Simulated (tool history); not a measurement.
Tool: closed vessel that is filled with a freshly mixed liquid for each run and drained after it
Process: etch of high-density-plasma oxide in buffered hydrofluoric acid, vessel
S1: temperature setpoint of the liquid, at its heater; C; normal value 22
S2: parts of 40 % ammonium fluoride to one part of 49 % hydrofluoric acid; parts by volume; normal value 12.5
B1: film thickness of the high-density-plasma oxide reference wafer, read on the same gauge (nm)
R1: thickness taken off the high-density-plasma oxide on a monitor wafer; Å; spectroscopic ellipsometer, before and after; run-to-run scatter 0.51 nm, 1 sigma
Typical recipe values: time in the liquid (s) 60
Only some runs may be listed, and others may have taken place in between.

Run 1, day 0: usual settings but S2 13.5 parts by volume; B1 130.01. Result: R1 1152.9 Å.
Run 2, day 1.638: usual settings but S2 13.5 parts by volume; B1 129.99. Result: R1 1153.3 Å.
Run 3, day 4.358: usual settings; B1 130. Result: R1 1243.3 Å.
Run 4, day 6.138: usual settings; B1 130.02. Result: R1 1246.2 Å.
Run 5, day 7.542: usual settings; B1 130.03. Result: R1 1242.5 Å.
Run 6, day 9.488: usual settings; B1 129.99. Result: R1 1243.5 Å.
Run 7, day 11.8: usual settings; B1 129.99. Result: R1 1236.1 Å.
Run 8, day 13.033: usual settings; B1 129.98. Result: R1 1231.6 Å.
Run 9, day 14.229: usual settings; B1 130.01. Result: R1 1243.2 Å.
Run 10, day 16.504: usual settings; B1 129.98. Result: R1 1236.8 Å.
Run 11, day 19.008: usual settings but S1 25 C; B1 130. Result: R1 1458.4 Å.
Run 12, day 20.171: usual settings but S1 25 C; B1 130.01. Result: R1 1466.3 Å.
Run 13, day 22.508: usual settings but S1 19 C; B1 130.03. Result: R1 1054.7 Å.
Run 14, day 24.958: usual settings but S1 19 C; B1 130.01. Result: R1 1046.1 Å.
Run 15, day 27.129: usual settings but S1 19 C; B1 130.02. Result: R1 1057.6 Å.
Run 16, day 28.479: usual settings but time in the liquid (s) 90; B1 129.99. Result: R1 1855.2 Å.
Run 17, day 30.204: usual settings but S1 25.5 C, time in the liquid (s) 75; B1 129.99. Result: R1 1874.8 Å.
Run 18, day 38.5: usual settings; B1 130.01. Result: R1 1244.3 Å.
Run 19, day 41.292: usual settings; B1 130.01. Result: R1 1228.4 Å.
Run 20, day 45.283: usual settings but S1 19 C; B1 130.04. Result: R1 1045.5 Å.
Run 21, day 48.242: usual settings but S1 24.5 C, S2 8 parts by volume; B1 129.98. Result: R1 2151.6 Å.
Run 22, day 50.95: usual settings but S1 17.5 C; B1 130.04. Result: R1 962.2 Å.
Run 23, day 53.862: usual settings but S1 18.5 C, time in the liquid (s) 40; B1 130. Result: R1 681.1 Å.
Run 24, day 56.358: usual settings but S1 27 C, S2 16 parts by volume, time in the liquid (s) 35; B1 130. Result: R1 745.6 Å.
Run 25, day 59.292: usual settings but S2 16 parts by volume, time in the liquid (s) 80; B1 129.99. Result: R1 1290.1 Å.
Run 26, day 61.15: usual settings; B1 130.02. Result: R1 1246.5 Å.
Run 27, day 63.079: usual settings but S1 17.5 C, S2 16.5 parts by volume, time in the liquid (s) 95; B1 130. Result: R1 1161.1 Å.
Run 28, day 64.883: usual settings but S2 9 parts by volume, time in the liquid (s) 50; B1 130.02. Result: R1 1388.4 Å.
Run 29, day 67.567: usual settings; B1 130.03. Result: R1 1234.2 Å.
Run 30, day 70.096: usual settings; B1 129.98. Result: R1 1232.8 Å.
Run 31, day 72.125: usual settings but S2 14 parts by volume, time in the liquid (s) 85; B1 130. Result: R1 1575.9 Å.
Run 32, day 74.4: usual settings but S1 24 C, S2 9.5 parts by volume, time in the liquid (s) 70; B1 130.03. Result: R1 2083.9 Å.

Put back what was entered between runs (4 entries, withheld): which listed runs does each sit between, and how does the hidden state differ from the listed run before to the listed run after?
After run 4, before run 5: thermometer replaced (day 6.946)
  nothing in the hidden state changes from one run to the other
After run 17, before run 18: hydrofluoric acid flow meter replaced (day 35.6)
  nothing in the hidden state changes from one run to the other
After run 20, before run 21: thermometer replaced (day 46.233)
  nothing in the hidden state changes from one run to the other
After run 22, before run 23: gauge calibrated (day 51.375)
  nothing in the hidden state changes from one run to the other
